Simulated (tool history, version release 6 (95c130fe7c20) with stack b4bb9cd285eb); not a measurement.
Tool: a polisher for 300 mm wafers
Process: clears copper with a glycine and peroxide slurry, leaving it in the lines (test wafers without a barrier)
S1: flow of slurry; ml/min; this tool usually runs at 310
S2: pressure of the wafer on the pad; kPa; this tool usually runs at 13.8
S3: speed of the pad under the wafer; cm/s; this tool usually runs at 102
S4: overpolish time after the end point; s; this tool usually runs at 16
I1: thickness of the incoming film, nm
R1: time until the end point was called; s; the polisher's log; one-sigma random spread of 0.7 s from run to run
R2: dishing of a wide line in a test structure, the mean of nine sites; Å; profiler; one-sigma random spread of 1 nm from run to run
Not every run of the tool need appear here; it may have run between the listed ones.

| run | hour | S1 | S2 | S3 | S4 | I1 | R1 | R2 |
|---|---|---|---|---|---|---|---|---|
| 1 | 0 | 310 | 13.8 | 102 | 16 | 457.3 | 106.3 | 411 |
|  | 3.8 | worn pad replaced by a new one |
| 2 | 11.4 | 310 | 13.8 | 102 | 16 | 457.1 | 104.5 | 426 |
| 3 | 21.1 | 240 | 13.8 | 102 | 16 | 455.4 | 106.7 | 415 |
| 4 | 35.2 | 240 | 13.8 | 102 | 16 | 459.3 | 108.5 | 408 |
| 5 | 47.7 | 310 | 13.8 | 102 | 16 | 460.7 | 108.3 | 420 |
| 6 | 59.7 | 310 | 13.8 | 102 | 16 | 453 | 107.1 | 418 |
|  | 67.8 | worn pad replaced by a new one |
| 7 | 68.3 | 310 | 13.8 | 102 | 16 | 467.2 | 105.2 | 432 |
| 8 | 108.9 | 360 | 13.8 | 102 | 16 | 455 | 104.1 | 431 |
| 9 | 116.6 | 360 | 13.8 | 102 | 16 | 460.4 | 105 | 415 |
|  | 125.5 | head pressure recalibrated |
| 10 | 134 | 310 | 13.8 | 102 | 16 | 464 | 111.6 | 408 |
| 11 | 145.9 | 310 | 13.8 | 110 | 16 | 463.7 | 106 | 411 |
|  | 151.7 | worn pad replaced by a new one |
| 12 | 159.9 | 255 | 13.8 | 102 | 16 | 457.6 | 110.2 | 414 |
| 13 | 171.1 | 310 | 13.8 | 102 | 16 | 457.8 | 107.6 | 398 |
| 14 | 177.8 | 265 | 13.8 | 102 | 16 | 454.4 | 109.5 | 405 |
| 15 | 195 | 200 | 13.8 | 130 | 16 | 457.5 | 101.5 | 435 |
|  | 198.7 | slurry nozzle cleaned |
| 16 | 212.6 | 310 | 17.2 | 78 | 11 | 452.1 | 103.1 | 331 |
|  | 222.6 | worn pad replaced by a new one |
| 17 | 223.1 | 360 | 13.8 | 102 | 13 | 461.1 | 101 | 399 |
| 18 | 237.4 | 200 | 13.8 | 130 | 16 | 458 | 93 | 474 |
| 19 | 245.4 | 310 | 18.6 | 72 | 16 | 466.4 | 100.8 | 461 |
| 20 | 257 | 310 | 13.8 | 102 | 10 | 466.4 | 106.5 | 303 |
| 21 | 264.4 | 405 | 16.5 | 116 | 8 | 453.9 | 79.9 | 319 |
| 22 | 273.4 | 370 | 12.4 | 102 | 16 | 451.8 | 109.6 | 410 |
| 23 | 284.4 | 270 | 17.2 | 102 | 21 | 470 | 91.7 | 550 |
| 24 | 297 | 310 | 13.8 | 102 | 16 | 460.7 | 106 | 432 |
|  | 305.4 | worn pad replaced by a new one |
| 25 | 305.9 | 310 | 13.8 | 102 | 16 | 457.1 | 102.5 | 434 |

Branching from run 25: 5 alternative next runs. What would each branch give?
| A | 306.4 | 310 | 13.8 | 102 | 16 | 465.1 | ? | ? |
| B | 306.4 | 215 | 15.9 | 128 | 20 | 465.1 | ? | ? |
| C | 306.4 | 200 | 13.8 | 102 | 16 | 465.1 | ? | ? |
| D | 306.4 | 225 | 17.2 | 102 | 23 | 465.1 | ? | ? |
| E | 306.4 | 225 | 17.2 | 120 | 25 | 465.1 | ? | ? |

| run | R1 | R2 |
|---|---|---|
| A | 104.2 | 444 |
| B | 84.2 | 576 |
| C | 110.2 | 427 |
| D | 90.6 | 607 |
| E | 81.5 | 658 |
Had the tool no hidden state, the same runs would have come out as:
| run | R1 | R2 |
|---|---|---|
| A | 104 | 444 |
| B | 83.9 | 577 |
| C | 109.8 | 428 |
| D | 90.4 | 608 |
| E | 81.3 | 659 |
